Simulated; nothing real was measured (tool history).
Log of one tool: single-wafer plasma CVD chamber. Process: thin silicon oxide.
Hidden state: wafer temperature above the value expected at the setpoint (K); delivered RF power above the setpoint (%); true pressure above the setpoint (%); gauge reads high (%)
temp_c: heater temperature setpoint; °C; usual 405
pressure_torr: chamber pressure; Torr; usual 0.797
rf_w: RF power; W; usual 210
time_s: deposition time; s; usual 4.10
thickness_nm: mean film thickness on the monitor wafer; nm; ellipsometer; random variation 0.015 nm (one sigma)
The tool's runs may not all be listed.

| run | hour | temp_c | pressure_torr | rf_w | time_s | wafers since the last listed run | hours since the last thermocouple change | hours since the last RF generator calibration | hours since the last manometer calibration | hours since the showerhead was replaced | hours since the gauge calibration | read-back reference wafer on the same gauge, thickness_nm | thickness_nm |
|---|---|---|---|---|---|---|---|---|---|---|---|---|---|
| 1 | 0.0 | 405 | 0.797 | 210 | 4.10 | 0 | 1266.6 | 767.3 | 2722.7 | 4695.3 | 602.2 | 6.577 | 6.125 |
| 2 | 67.9 | 405 | 0.797 | 210 | 4.10 | 1693 | 1334.5 | 835.2 | 2790.6 | 4763.2 | 670.1 | 6.581 | 6.156 |
| 3 | 130.8 | 405 | 0.797 | 210 | 4.10 | 1569 | 1397.4 | 898.1 | 2853.5 | 4826.1 | 733.0 | 6.579 | 6.156 |
| 4 | 174.8 | 405 | 0.797 | 210 | 3.66 | 1097 | 1441.4 | 942.1 | 2897.5 | 4870.1 | 777.0 | 6.580 | 5.486 |
| 5 | 234.4 | 405 | 0.797 | 210 | 3.66 | 1486 | 1501.0 | 1001.7 | 2957.1 | 4929.7 | 836.6 | 6.583 | 5.490 |
| 6 | 275.2 | 405 | 0.797 | 210 | 3.66 | 1017 | 1541.8 | 1042.5 | 2997.9 | 4970.5 | 877.4 | 6.577 | 5.480 |
| 7 | 319.8 | 405 | 0.797 | 210 | 4.10 | 1112 | 1586.4 | 1087.1 | 3042.5 | 5015.1 | 922.0 | 6.574 | 6.147 |
|  | 354.7 | showerhead replaced |
| 8 | 356.1 | 405 | 0.797 | 210 | 4.10 | 706 | 1622.7 | 1123.4 | 3078.8 | 1.4 | 958.3 | 6.576 | 6.126 |
|  | 390.7 | capacitance manometer re-zeroed and calibrated |
| 9 | 414.0 | 405 | 0.797 | 210 | 4.10 | 1244 | 1680.6 | 1181.3 | 23.3 | 59.3 | 1016.2 | 6.581 | 6.154 |
| 10 | 457.4 | 405 | 0.797 | 210 | 4.10 | 1082 | 1724.0 | 1224.7 | 66.7 | 102.7 | 1059.6 | 6.575 | 6.103 |
| 11 | 486.7 | 405 | 0.797 | 210 | 4.10 | 730 | 1753.3 | 1254.0 | 96.0 | 132.0 | 1088.9 | 6.578 | 6.130 |
| 12 | 522.5 | 405 | 0.797 | 210 | 4.10 | 893 | 1789.1 | 1289.8 | 131.8 | 167.8 | 1124.7 | 6.581 | 6.167 |
| 13 | 563.8 | 405 | 0.797 | 210 | 4.10 | 1030 | 1830.4 | 1331.1 | 173.1 | 209.1 | 1166.0 | 6.580 | 6.153 |
| 14 | 596.0 | 405 | 0.678 | 210 | 4.33 | 803 | 1862.6 | 1363.3 | 205.3 | 241.3 | 1198.2 | 6.585 | 5.644 |
| 15 | 649.8 | 408 | 0.730 | 210 | 4.10 | 1342 | 1916.4 | 1417.1 | 259.1 | 295.1 | 1252.0 | 6.582 | 5.686 |
| 16 | 692.1 | 417 | 0.603 | 240 | 3.62 | 1055 | 1958.7 | 1459.4 | 301.4 | 337.4 | 1294.3 | 6.583 | 4.577 |
|  | 744.3 | thermocouple changed; heater temperature recalibrated |
| 17 | 752.1 | 405 | 0.797 | 210 | 4.10 | 1297 | 7.8 | 1519.4 | 361.4 | 397.4 | 1354.3 | 6.578 | 6.118 |
| 18 | 836.8 | 419 | 0.600 | 195 | 3.89 | 2113 | 92.5 | 1604.1 | 446.1 | 482.1 | 1439.0 | 6.579 | 4.324 |
| 19 | 898.9 | 405 | 0.797 | 210 | 4.10 | 1549 | 154.6 | 1666.2 | 508.2 | 544.2 | 1501.1 | 6.579 | 6.133 |
| 20 | 959.0 | 405 | 0.797 | 210 | 4.60 | 1499 | 214.7 | 1726.3 | 568.3 | 604.3 | 1561.2 | 6.581 | 6.848 |
|  | 981.1 | RF generator calibrated |
| 21 | 996.9 | 391 | 0.797 | 210 | 3.52 | 745 | 252.6 | 15.8 | 606.2 | 642.2 | 1599.1 | 6.583 | 5.377 |
|  | 997.0 | gauge calibrated |
| 22 | 1021.9 | 405 | 0.887 | 210 | 4.10 | 623 | 277.6 | 40.8 | 631.2 | 667.2 | 24.9 | 6.586 | 6.762 |
| 23 | 1074.6 | 405 | 0.797 | 210 | 4.10 | 1314 | 330.3 | 93.5 | 683.9 | 719.9 | 77.6 | 6.584 | 6.215 |
| 24 | 1140.2 | 405 | 0.797 | 245 | 4.10 | 1636 | 395.9 | 159.1 | 749.5 | 785.5 | 143.2 | 6.582 | 6.765 |
| 25 | 1210.4 | 405 | 0.928 | 200 | 3.50 | 1751 | 466.1 | 229.3 | 819.7 | 855.7 | 213.4 | 6.576 | 5.729 |
| 26 | 1256.6 | 405 | 0.797 | 245 | 4.10 | 1152 | 512.3 | 275.5 | 865.9 | 901.9 | 259.6 | 6.577 | 6.759 |
| 27 | 1286.5 | 405 | 0.797 | 210 | 4.10 | 745 | 542.2 | 305.4 | 895.8 | 931.8 | 289.5 | 6.582 | 6.175 |
| 28 | 1330.7 | 394 | 0.797 | 175 | 4.48 | 1102 | 586.4 | 349.6 | 940.0 | 976.0 | 333.7 | 6.582 | 6.062 |
| 29 | 1396.6 | 405 | 0.797 | 240 | 3.50 | 1644 | 652.3 | 415.5 | 1005.9 | 1041.9 | 399.6 | 6.582 | 5.670 |

4 ways to go on from here, each from the tool as it stands after run 29. What would each give?
| A | 1397.0 | 405 | 0.797 | 210 | 4.10 | 9 | 652.7 | 415.9 | 1006.3 | 1042.3 | 400.0 | ? | ? |
| B | 1397.0 | 416 | 0.797 | 185 | 4.10 | 9 | 652.7 | 415.9 | 1006.3 | 1042.3 | 400.0 | ? | ? |
| C | 1397.0 | 405 | 0.954 | 210 | 4.49 | 9 | 652.7 | 415.9 | 1006.3 | 1042.3 | 400.0 | ? | ? |
| D | 1397.0 | 412 | 0.612 | 250 | 3.34 | 9 | 652.7 | 415.9 | 1006.3 | 1042.3 | 400.0 | ? | ? |

| run | read-back reference wafer on the same gauge, thickness_nm | thickness_nm |
|---|---|---|
| A | 6.579 | 6.168 |
| B | 6.579 | 5.673 |
| C | 6.579 | 7.725 |
| D | 6.579 | 4.408 |
Without the tool's hidden state the same runs would have given:
| run | thickness_nm |
|---|---|
| A | 6.261 |
| B | 5.759 |
| C | 7.842 |
| D | 4.467 |
